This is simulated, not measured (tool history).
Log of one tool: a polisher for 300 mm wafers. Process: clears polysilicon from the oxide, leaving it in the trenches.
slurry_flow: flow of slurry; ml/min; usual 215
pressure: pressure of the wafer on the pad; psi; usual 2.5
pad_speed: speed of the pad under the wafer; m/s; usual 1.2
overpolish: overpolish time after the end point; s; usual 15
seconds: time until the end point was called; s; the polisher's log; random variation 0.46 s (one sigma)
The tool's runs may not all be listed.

run	hour	slurry_flow	pressure	pad_speed	overpolish	incoming thickness of the incoming film, nm	seconds
1	0	215	2.2	1.2	8	442.2	37.1
2	8.8	215	2.5	1.2	19	444.1	32.8
# hour 13.1: worn pad replaced by a new one
3	22	215	2.5	1.2	19	435.7	32.4
4	35.8	215	2.5	1.2	19	439.1	33.1
5	42.2	215	2.5	1.2	15	442.8	33.9
6	59.3	215	2.5	1.2	15	437.6	32.4
7	67.1	215	2.5	1.2	15	436.9	32.9
8	75.5	215	2.5	1.2	15	443.7	33.1
9	84.1	215	2.5	1.2	15	439.7	32.8
# hour 93.8: worn pad replaced by a new one
10	135.8	215	2.5	1.2	15	441.6	33.3
11	157	215	2.5	1.2	10	440.6	33.5
# hour 167.8: worn pad replaced by a new one
12	202.3	215	2.5	1.2	10	441.5	34
13	215.3	215	2.5	1.2	15	444.1	32.7
14	222.9	215	2.5	1.2	15	440.2	33.9
# hour 239.8: worn pad replaced by a new one
15	240.3	145	2.1	1.2	15	439.1	40.3
16	245.6	285	1.8	1.2	22	433.2	41.3
# hour 252.7: head pressure recalibrated
17	253.2	215	2.5	1.2	15	437.7	33.5
18	267	215	2.5	1.2	15	433.1	33.2
# hour 272.6: slurry nozzle cleaned
19	275.3	215	2.5	1.46	15	440.1	27.5
20	291.7	170	3.1	1.2	9	443.6	28.2
21	309.2	215	3.2	1.2	22	440.8	26.9
# hour 321: worn pad replaced by a new one
22	321.5	215	3.1	0.88	15	439.6	37.9
23	339.2	285	1.6	0.84	23	442.2	68
24	353.6	285	1.8	1.2	22	448.5	43.3

3 ways to go on from here, each from the tool as it stands after run 24. What would each give?
A	354	215	3.2	1.2	15	445.2	?
B	354	215	2.9	1.2	15	445.2	?
C	354	215	1.7	0.92	15	445.2	?

run	seconds
A	27.3
B	29.7
C	60.7
Without the tool's hidden state the same runs would have given:
run	seconds
A	27.3
B	29.7
C	60.7

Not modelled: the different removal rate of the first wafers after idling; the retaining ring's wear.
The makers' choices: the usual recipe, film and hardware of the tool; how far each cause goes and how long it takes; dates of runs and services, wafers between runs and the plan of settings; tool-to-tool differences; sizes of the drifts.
